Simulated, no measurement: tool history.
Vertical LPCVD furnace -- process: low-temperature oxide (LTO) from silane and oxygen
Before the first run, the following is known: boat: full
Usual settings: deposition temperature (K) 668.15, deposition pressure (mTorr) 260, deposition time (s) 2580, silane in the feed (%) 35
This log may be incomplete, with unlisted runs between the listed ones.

| run | hour | deposition temperature (K) | deposition pressure (mTorr) | deposition time (s) | silane in the feed (%) | read-back reference wafer on the same gauge, thickness | film thickness on the monitor wafer in the middle of the boat (angstrom) |
|---|---|---|---|---|---|---|---|
| 1 | 0.0 | 668.15 | 260 | 2340 | 35 | 356.03 | 3381.8 |
|  | 4.2 | gauge calibrated |
| 2 | 21.4 | 668.15 | 260 | 2340 | 35 | 356.02 | 3384.0 |
| 3 | 40.2 | 668.15 | 260 | 2340 | 35 | 355.94 | 3372.5 |
| 4 | 54.2 | 668.15 | 260 | 2580 | 35 | 356.06 | 3733.2 |
| 5 | 68.5 | 668.15 | 260 | 2580 | 35 | 355.99 | 3725.4 |
| 6 | 79.8 | 668.15 | 260 | 2580 | 35 | 356.02 | 3725.4 |
| 7 | 96.8 | 668.15 | 260 | 2580 | 35 | 355.87 | 3736.6 |
| 8 | 105.6 | 668.15 | 260 | 2580 | 35 | 355.99 | 3717.2 |
| 9 | 118.6 | 668.15 | 260 | 2580 | 35 | 356.11 | 3728.2 |
| 10 | 134.1 | 668.15 | 260 | 2580 | 35 | 356.02 | 3741.9 |
|  | 166.7 | silane flow controller replaced |
|  | 185.6 | thermocouples replaced and temperature profile calibrated |
| 11 | 186.1 | 668.15 | 260 | 2580 | 35 | 355.98 | 3801.9 |
| 12 | 191.5 | 671.15 | 260 | 2580 | 35 | 356.14 | 3931.1 |
| 13 | 196.8 | 671.15 | 260 | 2580 | 35 | 355.96 | 3938.3 |
| 14 | 213.1 | 668.15 | 260 | 2580 | 35 | 355.97 | 3803.9 |
| 15 | 225.3 | 668.15 | 260 | 2340 | 35 | 355.96 | 3450.4 |
| 16 | 236.2 | 674.15 | 295 | 2580 | 37 | 355.99 | 4986.7 |
| 17 | 247.3 | 674.15 | 225 | 2130 | 33 | 355.81 | 2691.2 |
|  | 278.5 | thermocouples replaced and temperature profile calibrated, repeated, since the last time left the tool worse |
| 18 | 279.0 | 656.15 | 220 | 2580 | 37 | 355.96 | 2838.6 |
| 19 | 284.3 | 678.15 | 260 | 2580 | 37 | 355.96 | 4342.0 |
|  | 315.4 | gauge calibrated |
|  | 317.9 | pressure gauge zeroed |
| 20 | 318.4 | 679.15 | 260 | 2580 | 40 | 356.04 | 4816.7 |
| 21 | 323.7 | 668.15 | 260 | 3150 | 35 | 355.87 | 4399.9 |
| 22 | 332.8 | 677.15 | 260 | 2580 | 35 | 355.96 | 3997.9 |
| 23 | 352.8 | 668.15 | 260 | 2580 | 41 | 356.00 | 4415.0 |
| 24 | 367.3 | 668.15 | 260 | 2580 | 35 | 356.06 | 3601.1 |
| 25 | 389.9 | 668.15 | 260 | 2580 | 35 | 356.13 | 3592.2 |
| 26 | 405.8 | 657.15 | 310 | 2880 | 29 | 356.05 | 3201.5 |
| 27 | 427.9 | 664.15 | 275 | 3450 | 37 | 355.93 | 5261.5 |
| 28 | 437.5 | 668.15 | 315 | 2580 | 35 | 355.94 | 4377.0 |
| 29 | 456.5 | 663.15 | 225 | 2250 | 39 | 356.20 | 2962.5 |
| 30 | 476.4 | 660.15 | 260 | 3090 | 35 | 356.08 | 3933.1 |
| 31 | 498.7 | 664.15 | 260 | 2250 | 37 | 355.89 | 3243.7 |
| 32 | 510.6 | 668.15 | 260 | 2940 | 35 | 356.05 | 4122.8 |

Some steps in film thickness on the monitor wafer in the middle of the boat (angstrom), run to run, broken into two amounts with sign: the step expected even without the hidden condition (settings, incoming material, random variation), and the rest, left for the hidden condition together with whatever gauge scatter is not in both the measured and the hidden-condition-free result:
The hidden state here: true tube temperature minus thermocouple reading, K; true pressure minus gauge reading, mTorr; deviation of the silane flow from its setpoint, %; gauge reads high (%).
Run 15 -> 16: deposition temperature (K) 668.15 -> 674.15, deposition pressure (mTorr) 260 -> 295, deposition time (s) 2340 -> 2580, silane in the feed (%) 35 -> 37. film thickness on the monitor wafer in the middle of the boat (angstrom) +1536.3: hidden state +78.6, all else +1457.7.
Run 16 -> 17: deposition pressure (mTorr) 295 -> 225, deposition time (s) 2580 -> 2130, silane in the feed (%) 37 -> 33. film thickness on the monitor wafer in the middle of the boat (angstrom) -2295.5: hidden state -122.0, all else -2173.5.
Run 17 -> 18: deposition temperature (K) 674.15 -> 656.15, deposition pressure (mTorr) 225 -> 220, deposition time (s) 2130 -> 2580, silane in the feed (%) 33 -> 37, thermocouples replaced and temperature profile calibrated, repeated, since the last time left the tool worse. film thickness on the monitor wafer in the middle of the boat (angstrom) +147.4: hidden state -151.0, all else +298.4.
Run 26 -> 27: deposition temperature (K) 657.15 -> 664.15, deposition pressure (mTorr) 310 -> 275, deposition time (s) 2880 -> 3450, silane in the feed (%) 29 -> 37. film thickness on the monitor wafer in the middle of the boat (angstrom) +2060.0: hidden state +9.8, all else +2050.2.
